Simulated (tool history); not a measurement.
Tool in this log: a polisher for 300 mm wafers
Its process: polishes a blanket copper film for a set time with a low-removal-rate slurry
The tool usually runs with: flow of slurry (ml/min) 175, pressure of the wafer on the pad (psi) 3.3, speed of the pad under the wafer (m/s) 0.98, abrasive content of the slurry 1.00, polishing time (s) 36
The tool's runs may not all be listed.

run,hour,flow of slurry (ml/min),pressure of the wafer on the pad (psi),speed of the pad under the wafer (m/s),abrasive content of the slurry,polishing time (s),wafers since the last listed run,wafers polished on this pad,hours since the slurry nozzle was cleaned,hours since the head pressure was calibrated,hours since the slurry blender was calibrated,"incoming thickness of the incoming film, nm",film removed (nm)
1,0.0,175,3.3,0.98,0.85,43,0,1523,336.0,143.0,37.5,983.6,117.9
# hour 20.5: worn pad replaced by a new one
2,21.0,175,3.3,0.98,0.85,43,243,7,357.0,164.0,58.5,976.4,118.1
3,38.2,175,3.3,0.98,0.85,43,246,253,374.2,181.2,75.7,971.7,120.2
# hour 46.1: slurry nozzle cleaned
4,55.4,175,2.7,0.88,1.00,36,231,485,9.3,198.4,92.9,996.0,78.3
5,91.1,175,3.3,0.98,1.00,36,511,996,45.0,234.1,128.6,977.0,105.6
6,105.3,175,4.1,0.98,0.90,36,203,1200,59.2,248.3,142.8,989.3,128.4
7,131.2,175,3.3,0.98,1.00,43,370,1570,85.1,274.2,168.7,982.9,126.4
# hour 167.2: worn pad replaced by a new one
8,167.7,175,3.3,0.98,1.00,43,465,6,121.6,310.7,205.2,975.7,128.4
9,191.3,175,3.3,0.98,1.00,43,337,344,145.2,334.3,228.8,959.4,127.1
# hour 220.8: slurry blender recalibrated
10,272.2,175,3.3,0.98,1.00,36,1129,1473,226.1,415.2,51.4,977.9,106.8
# hour 292.6: worn pad replaced by a new one
11,293.3,175,3.3,0.98,1.00,36,244,9,247.2,436.3,72.5,987.8,107.0
12,326.6,175,3.3,0.98,1.00,36,476,486,280.5,469.6,105.8,986.9,108.3
13,351.4,175,3.3,0.98,0.85,43,355,841,305.3,494.4,130.6,1000.7,122.7
# hour 372.9: slurry nozzle cleaned
14,386.2,175,3.3,0.98,1.00,36,483,1325,13.3,529.2,165.4,994.5,108.5
15,408.2,215,3.3,0.98,1.00,25,314,1640,35.3,551.2,187.4,988.8,77.3
# hour 417.0: worn pad replaced by a new one
16,436.9,175,3.3,0.64,1.00,27,353,285,64.0,579.9,216.1,987.1,54.0
17,467.3,175,4.1,1.20,0.80,46,435,720,94.4,610.3,246.5,990.9,193.0
# hour 472.9: head pressure recalibrated
18,503.3,175,3.3,0.98,1.00,36,486,1206,130.4,30.4,282.5,969.3,104.3
# hour 530.6: slurry blender recalibrated
19,531.1,225,3.7,1.16,1.00,36,369,1576,158.2,58.2,0.5,986.6,138.5
20,543.8,175,3.3,0.74,1.00,36,181,1757,170.9,70.9,13.2,979.8,77.3
# hour 549.4: worn pad replaced by a new one
21,570.6,175,3.3,0.98,1.15,36,326,304,197.7,97.7,40.0,998.8,109.3
22,583.6,175,3.7,0.98,1.10,36,186,490,210.7,110.7,53.0,978.0,119.2
23,612.7,135,3.3,0.98,1.00,36,416,906,239.8,139.8,82.1,965.2,100.7
24,640.2,175,2.4,0.98,1.00,36,393,1300,267.3,167.3,109.6,1001.0,76.0
# hour 668.0: worn pad replaced by a new one
25,669.2,175,3.3,0.98,0.70,36,357,16,296.3,196.3,138.6,974.4,90.5

4 options for the next run, each taken on its own from the tool as it stands now. Forecast them:
A,669.6,175,3.3,0.98,1.00,36,5,22,296.7,196.7,139.0,968.8,?
B,669.6,175,2.7,0.98,1.00,36,5,22,296.7,196.7,139.0,968.8,?
C,669.6,205,3.3,1.28,1.00,36,5,22,296.7,196.7,139.0,968.8,?
D,669.6,175,4.2,0.72,1.00,36,5,22,296.7,196.7,139.0,968.8,?

run,film removed (nm)
A,105.0
B,85.9
C,139.4
D,98.2
Stripped of hidden state, with their random variation kept, the same runs would have yielded:
run,film removed (nm)
A,103.8
B,84.9
C,137.8
D,97.1
